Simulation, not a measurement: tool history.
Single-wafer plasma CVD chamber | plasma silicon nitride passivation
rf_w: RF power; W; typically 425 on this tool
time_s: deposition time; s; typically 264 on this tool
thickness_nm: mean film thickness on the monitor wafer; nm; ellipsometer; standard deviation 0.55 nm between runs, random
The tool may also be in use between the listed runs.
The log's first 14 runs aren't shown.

| run | hour | rf_w | time_s | read-back reference wafer on the same gauge, thickness_nm | thickness_nm |
|---|---|---|---|---|---|
| 15 | 171.4 | 425 | 264 | 341.216 | 367.731 |
|  | 187.4 | showerhead replaced |
| 16 | 187.9 | 445 | 287 | 341.032 | 401.877 |
| 17 | 190.8 | 445 | 287 | 341.072 | 402.570 |
| 18 | 201.5 | 365 | 291 | 340.862 | 390.749 |
| 19 | 210.5 | 425 | 264 | 340.641 | 366.487 |
| 20 | 218.1 | 350 | 280 | 340.818 | 371.477 |
| 21 | 225.2 | 370 | 218 | 340.629 | 292.587 |
|  | 238.2 | RF generator calibrated |
| 22 | 241.5 | 425 | 264 | 340.509 | 365.769 |
| 23 | 256.5 | 490 | 250 | 340.364 | 356.758 |
| 24 | 273.9 | 365 | 289 | 340.568 | 386.717 |
| 25 | 282.9 | 475 | 213 | 340.165 | 301.984 |
| 26 | 299.1 | 425 | 264 | 340.116 | 364.915 |
| 27 | 308.1 | 365 | 250 | 340.042 | 334.515 |
| 28 | 323.2 | 345 | 299 | 339.766 | 394.812 |
| 29 | 331.8 | 395 | 264 | 339.792 | 359.369 |
| 30 | 342.6 | 355 | 214 | 339.855 | 284.620 |
| 31 | 350.8 | 425 | 279 | 339.431 | 385.626 |
| 32 | 366.5 | 355 | 315 | 339.202 | 418.616 |
| 33 | 379.3 | 460 | 249 | 339.479 | 349.111 |
| 34 | 393.6 | 455 | 264 | 339.153 | 369.161 |
| 35 | 412.1 | 425 | 264 | 338.995 | 363.086 |
|  | 416.5 | gauge calibrated |
| 36 | 426.0 | 385 | 297 | 341.078 | 403.195 |

Run 37 comes next. What will it give?
| 37 | 439.7 | 455 | 301 | ? | ? |

read-back reference wafer on the same gauge, thickness_nm: 341.355
thickness_nm: 423.837 nm
Minus the tool's unlogged condition, the same run would have read thickness_nm 423.686 nm.
